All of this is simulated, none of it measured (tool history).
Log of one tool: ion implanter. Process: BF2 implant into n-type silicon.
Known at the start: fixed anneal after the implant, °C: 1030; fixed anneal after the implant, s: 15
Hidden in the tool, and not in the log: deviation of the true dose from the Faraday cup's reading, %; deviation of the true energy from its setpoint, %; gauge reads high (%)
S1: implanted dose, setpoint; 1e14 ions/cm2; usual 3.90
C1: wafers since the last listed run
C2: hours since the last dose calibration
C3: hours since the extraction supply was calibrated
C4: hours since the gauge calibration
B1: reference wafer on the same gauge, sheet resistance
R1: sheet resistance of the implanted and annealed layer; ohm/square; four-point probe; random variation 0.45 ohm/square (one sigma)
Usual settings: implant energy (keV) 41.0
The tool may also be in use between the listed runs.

run 1 day=0.000 | S1=3.90 implant_energy_(keV)=41.0 | C1=0 C2=328.4 C3=4900.9 C4=1444.9 | B1=312.01 | R1=300.77
run 2 day=3.462 | S1=3.90 implant_energy_(keV)=41.0 | C1=1085 C2=411.5 C3=4984.0 C4=1528.0 | B1=312.17 | R1=301.29
run 3 day=7.717 | S1=3.90 implant_energy_(keV)=41.0 | C1=1333 C2=513.6 C3=5086.1 C4=1630.1 | B1=312.08 | R1=303.29
-- day=8.200 gauge calibrated
-- day=10.317 Faraday cup replaced and dose calibrated
run 4 day=11.950 | S1=3.90 implant_energy_(keV)=41.0 | C1=1222 C2=39.2 C3=5187.7 C4=90.0 | B1=311.97 | R1=299.01
run 5 day=14.575 | S1=4.34 implant_energy_(keV)=41.0 | C1=822 C2=102.2 C3=5250.7 C4=153.0 | B1=311.95 | R1=273.65
run 6 day=24.488 | S1=3.90 implant_energy_(keV)=52.5 | C1=3107 C2=340.1 C3=5488.6 C4=390.9 | B1=311.83 | R1=295.01
run 7 day=28.025 | S1=3.90 implant_energy_(keV)=52.5 | C1=1109 C2=425.0 C3=5573.5 C4=475.8 | B1=311.83 | R1=294.88
run 8 day=30.504 | S1=3.90 implant_energy_(keV)=52.5 | C1=777 C2=484.5 C3=5633.0 C4=535.3 | B1=311.89 | R1=295.92
run 9 day=32.312 | S1=3.90 implant_energy_(keV)=45.0 | C1=566 C2=527.9 C3=5676.4 C4=578.7 | B1=312.30 | R1=300.66
-- day=34.083 Faraday cup replaced and dose calibrated
run 10 day=34.700 | S1=3.90 implant_energy_(keV)=48.0 | C1=643 C2=14.8 C3=5733.7 C4=636.0 | B1=312.23 | R1=294.40
run 11 day=36.942 | S1=3.90 implant_energy_(keV)=48.0 | C1=702 C2=68.6 C3=5787.5 C4=689.8 | B1=312.25 | R1=294.80
run 12 day=39.992 | S1=3.90 implant_energy_(keV)=48.0 | C1=956 C2=141.8 C3=5860.7 C4=763.0 | B1=312.11 | R1=295.09
run 13 day=42.258 | S1=3.90 implant_energy_(keV)=41.0 | C1=710 C2=196.2 C3=5915.1 C4=817.4 | B1=311.91 | R1=299.98
run 14 day=46.233 | S1=3.90 implant_energy_(keV)=41.0 | C1=1246 C2=291.6 C3=6010.5 C4=912.8 | B1=311.93 | R1=300.83
-- day=49.442 extraction supply calibrated
run 15 day=49.654 | S1=4.47 implant_energy_(keV)=41.0 | C1=967 C2=373.7 C3=5.1 C4=994.9 | B1=312.06 | R1=267.24
run 16 day=52.979 | S1=4.47 implant_energy_(keV)=41.0 | C1=1042 C2=453.5 C3=84.9 C4=1074.7 | B1=312.09 | R1=268.75
run 17 day=54.538 | S1=4.47 implant_energy_(keV)=41.0 | C1=488 C2=490.9 C3=122.3 C4=1112.1 | B1=312.21 | R1=269.63
-- day=57.496 Faraday cup replaced and dose calibrated
run 18 day=57.612 | S1=4.80 implant_energy_(keV)=53.5 | C1=859 C2=2.8 C3=196.1 C4=1185.9 | B1=311.91 | R1=244.31
run 19 day=60.138 | S1=3.10 implant_energy_(keV)=41.0 | C1=791 C2=63.4 C3=256.7 C4=1246.5 | B1=311.93 | R1=363.60
run 20 day=71.317 | S1=4.58 implant_energy_(keV)=37.0 | C1=3504 C2=331.7 C3=525.0 C4=1514.8 | B1=311.92 | R1=264.63
run 21 day=75.633 | S1=3.28 implant_energy_(keV)=52.5 | C1=1353 C2=435.3 C3=628.6 C4=1618.4 | B1=312.17 | R1=340.09
run 22 day=79.588 | S1=3.90 implant_energy_(keV)=41.0 | C1=1239 C2=530.2 C3=723.5 C4=1713.3 | B1=312.12 | R1=302.75
-- day=80.883 Faraday cup replaced and dose calibrated
run 23 day=81.825 | S1=4.43 implant_energy_(keV)=47.0 | C1=596 C2=22.6 C3=777.2 C4=1767.0 | B1=312.02 | R1=263.89
run 24 day=85.367 | S1=4.94 implant_energy_(keV)=35.5 | C1=1110 C2=107.6 C3=862.2 C4=1852.0 | B1=311.99 | R1=248.41
-- day=86.771 gauge calibrated
run 25 day=87.800 | S1=3.90 implant_energy_(keV)=41.0 | C1=762 C2=166.0 C3=920.6 C4=24.7 | B1=312.03 | R1=299.16
run 26 day=91.575 | S1=4.82 implant_energy_(keV)=33.0 | C1=1183 C2=256.6 C3=1011.2 C4=115.3 | B1=311.85 | R1=255.56
run 27 day=94.304 | S1=3.44 implant_energy_(keV)=54.5 | C1=855 C2=322.1 C3=1076.7 C4=180.8 | B1=311.98 | R1=324.83
run 28 day=97.004 | S1=3.90 implant_energy_(keV)=45.0 | C1=846 C2=386.9 C3=1141.5 C4=245.6 | B1=312.04 | R1=298.80
run 29 day=99.962 | S1=3.90 implant_energy_(keV)=41.0 | C1=927 C2=457.9 C3=1212.5 C4=316.6 | B1=311.98 | R1=301.70
run 30 day=101.479 | S1=3.90 implant_energy_(keV)=41.0 | C1=475 C2=494.3 C3=1248.9 C4=353.0 | B1=312.17 | R1=303.06
run 31 day=104.588 | S1=3.00 implant_energy_(keV)=29.0 | C1=974 C2=568.9 C3=1323.5 C4=427.6 | B1=312.01 | R1=393.04
run 32 day=106.512 | S1=3.90 implant_energy_(keV)=41.0 | C1=603 C2=615.1 C3=1369.7 C4=473.8 | B1=312.13 | R1=303.50
-- day=108.896 Faraday cup replaced and dose calibrated
run 33 day=110.138 | S1=3.16 implant_energy_(keV)=45.5 | C1=1031 C2=29.8 C3=1456.7 C4=560.8 | B1=311.89 | R1=353.32
run 34 day=113.167 | S1=3.90 implant_energy_(keV)=41.0 | C1=949 C2=102.5 C3=1529.4 C4=633.5 | B1=311.74 | R1=299.64
run 35 day=115.375 | S1=4.94 implant_energy_(keV)=35.5 | C1=692 C2=155.5 C3=1582.4 C4=686.5 | B1=311.90 | R1=248.78
run 36 day=117.417 | S1=4.70 implant_energy_(keV)=55.0 | C1=640 C2=204.5 C3=1631.4 C4=735.5 | B1=312.01 | R1=249.39
run 37 day=121.721 | S1=4.34 implant_energy_(keV)=47.0 | C1=1349 C2=307.8 C3=1734.7 C4=838.8 | B1=312.30 | R1=271.38

What the log doesn't show, run by run:
deviation of the true energy from its setpoint, %: 0 in every run
gauge reads high (%): 0 in every run
H1: deviation of the true dose from the Faraday cup's reading, %
run=1 H1=-1.13
run=2 H1=-1.39
run=3 H1=-1.71
run=4 H1=-0.22
run=5 H1=-0.419
run=6 H1=-1.17
run=7 H1=-1.44
run=8 H1=-1.62
run=9 H1=-1.76
run=10 H1=0.0931
run=11 H1=-0.0765
run=12 H1=-0.307
run=13 H1=-0.479
run=14 H1=-0.779
run=15 H1=-1.04
run=16 H1=-1.29
run=17 H1=-1.41
run=18 H1=0.124
run=19 H1=-0.0675
run=20 H1=-0.913
run=21 H1=-1.24
run=22 H1=-1.54
run=23 H1=-0.114
run=24 H1=-0.382
run=25 H1=-0.566
run=26 H1=-0.851
run=27 H1=-1.06
run=28 H1=-1.26
run=29 H1=-1.49
run=30 H1=-1.6
run=31 H1=-1.84
run=32 H1=-1.98
run=33 H1=-0.246
run=34 H1=-0.475
run=35 H1=-0.642
run=36 H1=-0.797
run=37 H1=-1.12
